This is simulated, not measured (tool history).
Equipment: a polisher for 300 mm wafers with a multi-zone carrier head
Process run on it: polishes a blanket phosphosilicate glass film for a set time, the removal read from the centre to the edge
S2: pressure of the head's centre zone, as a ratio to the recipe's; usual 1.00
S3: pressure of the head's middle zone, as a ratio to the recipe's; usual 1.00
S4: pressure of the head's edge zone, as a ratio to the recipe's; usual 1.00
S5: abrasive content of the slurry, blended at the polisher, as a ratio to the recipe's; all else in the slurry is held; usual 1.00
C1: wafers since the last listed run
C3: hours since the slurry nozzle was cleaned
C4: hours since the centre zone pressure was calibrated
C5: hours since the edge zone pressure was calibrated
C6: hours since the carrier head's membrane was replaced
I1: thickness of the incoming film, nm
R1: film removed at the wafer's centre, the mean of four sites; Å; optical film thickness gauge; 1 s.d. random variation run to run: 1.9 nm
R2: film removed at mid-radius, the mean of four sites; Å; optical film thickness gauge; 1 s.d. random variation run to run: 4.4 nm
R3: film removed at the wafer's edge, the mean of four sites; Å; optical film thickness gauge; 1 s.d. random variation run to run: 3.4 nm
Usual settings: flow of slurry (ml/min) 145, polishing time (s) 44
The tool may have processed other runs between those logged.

{"run": 1, "hour": 0.0, "flow of slurry (ml/min)": 145, "S2": 1.0, "S3": 1.0, "S4": 1.0, "S5": 1.0, "polishing time (s)": 44, "C1": 0, "wafers polished on this pad": 353, "C3": 312.3, "C4": 1118.2, "C5": 440.0, "C6": 903.2, "I1": 3687.8, "R1": 2620, "R2": 2823, "R3": 2705}
{"hour": 16.6, "done": "worn pad replaced by a new one"}
{"run": 2, "hour": 17.5, "flow of slurry (ml/min)": 145, "S2": 1.0, "S3": 1.0, "S4": 1.0, "S5": 1.0, "polishing time (s)": 44, "C1": 202, "wafers polished on this pad": 13, "C3": 329.8, "C4": 1135.7, "C5": 457.5, "C6": 920.7, "I1": 3682.7, "R1": 2797, "R2": 2931, "R3": 2853}
{"run": 3, "hour": 24.1, "flow of slurry (ml/min)": 145, "S2": 1.0, "S3": 1.0, "S4": 1.0, "S5": 1.0, "polishing time (s)": 44, "C1": 99, "wafers polished on this pad": 113, "C3": 336.4, "C4": 1142.3, "C5": 464.1, "C6": 927.3, "I1": 3739.2, "R1": 2682, "R2": 2853, "R3": 2710}
{"run": 4, "hour": 49.4, "flow of slurry (ml/min)": 145, "S2": 1.0, "S3": 1.0, "S4": 1.0, "S5": 1.0, "polishing time (s)": 44, "C1": 380, "wafers polished on this pad": 493, "C3": 361.7, "C4": 1167.6, "C5": 489.4, "C6": 952.6, "I1": 3702.2, "R1": 2596, "R2": 2731, "R3": 2681}
{"hour": 56.5, "done": "worn pad replaced by a new one"}
{"hour": 66.7, "done": "carrier head's membrane replaced by a new one"}
{"run": 5, "hour": 67.2, "flow of slurry (ml/min)": 145, "S2": 1.0, "S3": 1.0, "S4": 1.0, "S5": 1.0, "polishing time (s)": 44, "C1": 132, "wafers polished on this pad": 85, "C3": 379.5, "C4": 1185.4, "C5": 507.2, "C6": 0.5, "I1": 3729.4, "R1": 2660, "R2": 2740, "R3": 2726}
{"hour": 77.0, "done": "edge zone pressure recalibrated"}
{"run": 6, "hour": 80.4, "flow of slurry (ml/min)": 145, "S2": 1.0, "S3": 1.0, "S4": 1.0, "S5": 1.0, "polishing time (s)": 44, "C1": 168, "wafers polished on this pad": 254, "C3": 392.7, "C4": 1198.6, "C5": 3.4, "C6": 13.7, "I1": 3783.8, "R1": 2588, "R2": 2752, "R3": 2694}
{"hour": 97.5, "done": "worn pad replaced by a new one"}
{"run": 7, "hour": 98.0, "flow of slurry (ml/min)": 145, "S2": 1.0, "S3": 1.0, "S4": 1.0, "S5": 1.0, "polishing time (s)": 44, "C1": 204, "wafers polished on this pad": 7, "C3": 410.3, "C4": 1216.2, "C5": 21.0, "C6": 31.3, "I1": 3779.7, "R1": 2792, "R2": 2857, "R3": 2854}
{"hour": 102.4, "done": "centre zone pressure recalibrated"}
{"hour": 105.1, "done": "slurry nozzle cleaned"}
{"run": 8, "hour": 106.9, "flow of slurry (ml/min)": 145, "S2": 1.0, "S3": 1.0, "S4": 1.0, "S5": 1.0, "polishing time (s)": 44, "C1": 88, "wafers polished on this pad": 95, "C3": 1.8, "C4": 4.5, "C5": 29.9, "C6": 40.2, "I1": 3732.2, "R1": 2702, "R2": 2784, "R3": 2743}
{"run": 9, "hour": 117.1, "flow of slurry (ml/min)": 145, "S2": 1.0, "S3": 1.0, "S4": 1.0, "S5": 1.25, "polishing time (s)": 44, "C1": 153, "wafers polished on this pad": 249, "C3": 12.0, "C4": 14.7, "C5": 40.1, "C6": 50.4, "I1": 3794.3, "R1": 2846, "R2": 2901, "R3": 2930}
{"run": 10, "hour": 128.5, "flow of slurry (ml/min)": 145, "S2": 1.0, "S3": 1.0, "S4": 1.0, "S5": 1.0, "polishing time (s)": 44, "C1": 171, "wafers polished on this pad": 420, "C3": 23.4, "C4": 26.1, "C5": 51.5, "C6": 61.8, "I1": 3724.1, "R1": 2586, "R2": 2743, "R3": 2683}
{"hour": 139.2, "done": "worn pad replaced by a new one"}
{"run": 11, "hour": 141.9, "flow of slurry (ml/min)": 125, "S2": 1.0, "S3": 1.0, "S4": 1.0, "S5": 1.0, "polishing time (s)": 44, "C1": 141, "wafers polished on this pad": 40, "C3": 36.8, "C4": 39.5, "C5": 64.9, "C6": 75.2, "I1": 3717.8, "R1": 2680, "R2": 2824, "R3": 2778}
{"run": 12, "hour": 151.8, "flow of slurry (ml/min)": 115, "S2": 0.95, "S3": 0.89, "S4": 1.0, "S5": 1.0, "polishing time (s)": 44, "C1": 148, "wafers polished on this pad": 189, "C3": 46.7, "C4": 49.4, "C5": 74.8, "C6": 85.1, "I1": 3710.2, "R1": 2457, "R2": 2420, "R3": 2679}
{"run": 13, "hour": 168.9, "flow of slurry (ml/min)": 145, "S2": 1.0, "S3": 1.07, "S4": 1.1, "S5": 1.2, "polishing time (s)": 35, "C1": 256, "wafers polished on this pad": 446, "C3": 63.8, "C4": 66.5, "C5": 91.9, "C6": 102.2, "I1": 3716.9, "R1": 2216, "R2": 2451, "R3": 2363}
{"hour": 178.4, "done": "worn pad replaced by a new one"}
{"run": 14, "hour": 178.9, "flow of slurry (ml/min)": 180, "S2": 1.0, "S3": 1.0, "S4": 1.0, "S5": 1.15, "polishing time (s)": 44, "C1": 90, "wafers polished on this pad": 7, "C3": 73.8, "C4": 76.5, "C5": 101.9, "C6": 112.2, "I1": 3668.8, "R1": 3084, "R2": 3118, "R3": 3078}
{"run": 15, "hour": 189.1, "flow of slurry (ml/min)": 115, "S2": 1.0, "S3": 1.0, "S4": 1.09, "S5": 1.0, "polishing time (s)": 44, "C1": 153, "wafers polished on this pad": 160, "C3": 84.0, "C4": 86.7, "C5": 112.1, "C6": 122.4, "I1": 3808.1, "R1": 2532, "R2": 2598, "R3": 2768}

List, for all runs, the conditions of the tool that the log does not record:
slurry flow missing at the pad, %: 0 across all the runs
deviation of the centre zone's pressure from its setpoint, %: 0 across all the runs
deviation of the edge zone's pressure from its setpoint, %: 0 across all the runs
H1: removal rate lost through wear of the pad, %
run=1 H1=6.75
run=2 H1=1.13
run=3 H1=4
run=4 H1=7.62
run=5 H1=4.54
run=6 H1=6.65
run=7 H1=0.751
run=8 H1=4.45
run=9 H1=6.45
run=10 H1=7.41
run=11 H1=1.5
run=12 H1=4.84
run=13 H1=6.91
run=14 H1=0.602
run=15 H1=4.66
